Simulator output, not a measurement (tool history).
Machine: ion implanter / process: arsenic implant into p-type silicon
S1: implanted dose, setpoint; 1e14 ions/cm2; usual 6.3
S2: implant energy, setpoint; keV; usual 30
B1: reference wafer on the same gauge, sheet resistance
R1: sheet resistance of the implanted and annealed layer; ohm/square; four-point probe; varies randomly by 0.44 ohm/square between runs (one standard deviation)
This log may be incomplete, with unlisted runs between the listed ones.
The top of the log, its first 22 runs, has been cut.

-- day=20.5 Faraday cup replaced and dose calibrated
run 23 day=21.112 | S1=6.3 S2=30 | B1=180.88 | R1=166.06
run 24 day=22.233 | S1=7.75 S2=30 | B1=181 | R1=141.97
run 25 day=23.492 | S1=8.14 S2=33 | B1=181.03 | R1=136.02
run 26 day=24.333 | S1=5.35 S2=24.5 | B1=180.97 | R1=193.06
run 27 day=25.308 | S1=6.93 S2=30 | B1=180.95 | R1=154.18
run 28 day=26.608 | S1=6.3 S2=30 | B1=180.95 | R1=165.74
run 29 day=27.838 | S1=7.48 S2=24.5 | B1=181.07 | R1=151.11
run 30 day=28.729 | S1=8.04 S2=37.5 | B1=180.99 | R1=133.3

What if the next run were any one of these 4? Each begins from the tool's condition after run 30:
run A day=28.746 | S1=6.3 S2=30 | B1=? | R1=?
run B day=28.746 | S1=7.09 S2=40.5 | B1=? | R1=?
run C day=28.746 | S1=8.1 S2=30 | B1=? | R1=?
run D day=28.746 | S1=7.03 S2=23 | B1=? | R1=?

run=A B1=180.96 R1=164.53
run=B B1=180.96 R1=143.52
run=C B1=180.96 R1=137.09
run=D B1=180.96 R1=158.66
With no hidden state in the tool, these same runs would have given:
run=A R1=164.36
run=B R1=143.37
run=C R1=136.96
run=D R1=158.51
